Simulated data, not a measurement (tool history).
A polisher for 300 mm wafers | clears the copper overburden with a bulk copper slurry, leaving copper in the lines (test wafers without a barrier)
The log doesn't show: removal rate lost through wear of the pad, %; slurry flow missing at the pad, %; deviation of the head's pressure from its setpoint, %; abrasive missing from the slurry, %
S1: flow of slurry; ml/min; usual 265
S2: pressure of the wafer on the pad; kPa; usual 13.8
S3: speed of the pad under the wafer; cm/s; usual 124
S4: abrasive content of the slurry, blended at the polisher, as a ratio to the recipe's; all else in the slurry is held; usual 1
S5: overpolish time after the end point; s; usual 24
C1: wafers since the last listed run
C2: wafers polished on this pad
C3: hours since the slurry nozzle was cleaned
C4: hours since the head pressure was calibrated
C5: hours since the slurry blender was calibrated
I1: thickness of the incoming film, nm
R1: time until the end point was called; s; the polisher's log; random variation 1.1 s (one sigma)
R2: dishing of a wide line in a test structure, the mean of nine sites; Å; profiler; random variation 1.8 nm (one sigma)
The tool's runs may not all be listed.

run 1 hour=0 | S1=265 S2=13.8 S3=124 S4=1 S5=24 | C1=0 C2=853 C3=295 C4=1007.2 C5=242.5 | I1=773 | R1=136.5 R2=716
run 2 hour=11.9 | S1=265 S2=13.8 S3=124 S4=1 S5=24 | C1=61 C2=915 C3=306.9 C4=1019.1 C5=254.4 | I1=770.9 | R1=135.8 R2=743
run 3 hour=19.8 | S1=240 S2=13.8 S3=124 S4=1 S5=24 | C1=40 C2=956 C3=314.8 C4=1027 C5=262.3 | I1=781.2 | R1=140.3 R2=723
run 4 hour=30.5 | S1=240 S2=13.8 S3=124 S4=1 S5=24 | C1=55 C2=1011 C3=325.5 C4=1037.7 C5=273 | I1=771.6 | R1=138 R2=714
run 5 hour=47 | S1=265 S2=13.8 S3=142 S4=1 S5=15 | C1=85 C2=1097 C3=342 C4=1054.2 C5=289.5 | I1=771 | R1=121.7 R2=540
run 6 hour=58.8 | S1=265 S2=13.8 S3=124 S4=1 S5=24 | C1=61 C2=1158 C3=353.8 C4=1066 C5=301.3 | I1=780.1 | R1=139.8 R2=717
run 7 hour=74.9 | S1=265 S2=13.8 S3=124 S4=1 S5=24 | C1=83 C2=1242 C3=369.9 C4=1082.1 C5=317.4 | I1=771.6 | R1=139.5 R2=676
run 8 hour=91.8 | S1=265 S2=13.8 S3=124 S4=1 S5=24 | C1=87 C2=1329 C3=386.8 C4=1099 C5=334.3 | I1=768.7 | R1=139.9 R2=686
run 9 hour=104.3 | S1=265 S2=13.8 S3=124 S4=1 S5=16 | C1=64 C2=1394 C3=399.3 C4=1111.5 C5=346.8 | I1=769.8 | R1=141.3 R2=491
-- hour=112.7 slurry nozzle cleaned
-- hour=115.5 worn pad replaced by a new one
run 10 hour=120.8 | S1=265 S2=13.8 S3=124 S4=1 S5=16 | C1=66 C2=27 C3=8.1 C4=1128 C5=363.3 | I1=768.2 | R1=131.5 R2=534
-- hour=128.5 head pressure recalibrated
run 11 hour=134 | S1=265 S2=13.8 S3=86 S4=1 S5=17 | C1=58 C2=85 C3=21.3 C4=5.5 C5=376.5 | I1=773.6 | R1=193.2 R2=404
run 12 hour=167.5 | S1=265 S2=13.8 S3=124 S4=1 S5=24 | C1=173 C2=259 C3=54.8 C4=39 C5=410 | I1=781.9 | R1=143.3 R2=703
-- hour=185.1 slurry blender recalibrated
run 13 hour=185.6 | S1=210 S2=13.8 S3=124 S4=1 S5=24 | C1=83 C2=342 C3=72.9 C4=57.1 C5=0.5 | I1=778.1 | R1=128.4 R2=730
run 14 hour=198.3 | S1=240 S2=13.8 S3=124 S4=1 S5=24 | C1=65 C2=408 C3=85.6 C4=69.8 C5=13.2 | I1=785.4 | R1=130.1 R2=754
run 15 hour=214.2 | S1=265 S2=13.8 S3=124 S4=1 S5=24 | C1=82 C2=491 C3=101.5 C4=85.7 C5=29.1 | I1=779.8 | R1=127.5 R2=737
run 16 hour=222.8 | S1=265 S2=13.8 S3=124 S4=1 S5=24 | C1=44 C2=535 C3=110.1 C4=94.3 C5=37.7 | I1=764.5 | R1=126.7 R2=764
run 17 hour=234.4 | S1=340 S2=9.7 S3=124 S4=1 S5=24 | C1=60 C2=595 C3=121.7 C4=105.9 C5=49.3 | I1=765.9 | R1=160.7 R2=599
run 18 hour=240.6 | S1=265 S2=13.8 S3=148 S4=1 S5=17 | C1=32 C2=627 C3=127.9 C4=112.1 C5=55.5 | I1=771.6 | R1=105.7 R2=648
run 19 hour=256.3 | S1=265 S2=13.8 S3=150 S4=0.9 S5=24 | C1=81 C2=709 C3=143.6 C4=127.8 C5=71.2 | I1=777 | R1=110.9 R2=819
run 20 hour=268.7 | S1=265 S2=13.8 S3=124 S4=1.25 S5=24 | C1=64 C2=773 C3=156 C4=140.2 C5=83.6 | I1=764.9 | R1=120.5 R2=754

The tool's hidden state at each run:
removal rate lost through wear of the pad, %: 0 in every run
deviation of the head's pressure from its setpoint, %: 0 in every run
H1: slurry flow missing at the pad, %
H2: abrasive missing from the slurry, %
run=1 H1=41.7 H2=13.8
run=2 H1=42.2 H2=15.1
run=3 H1=42.4 H2=16
run=4 H1=42.8 H2=17.2
run=5 H1=43.2 H2=19.2
run=6 H1=43.5 H2=20.7
run=7 H1=43.9 H2=22.9
run=8 H1=44.3 H2=25.2
run=9 H1=44.5 H2=27.1
run=10 H1=4.14 H2=29.6
run=11 H1=7.66 H2=31.7
run=12 H1=15.2 H2=37.4
run=13 H1=18.7 H2=3.13
run=14 H1=20.8 H2=3.17
run=15 H1=23.2 H2=3.31
run=16 H1=24.5 H2=3.43
run=17 H1=26 H2=3.65
run=18 H1=26.7 H2=3.79
run=19 H1=28.5 H2=4.22
run=20 H1=29.8 H2=4.63
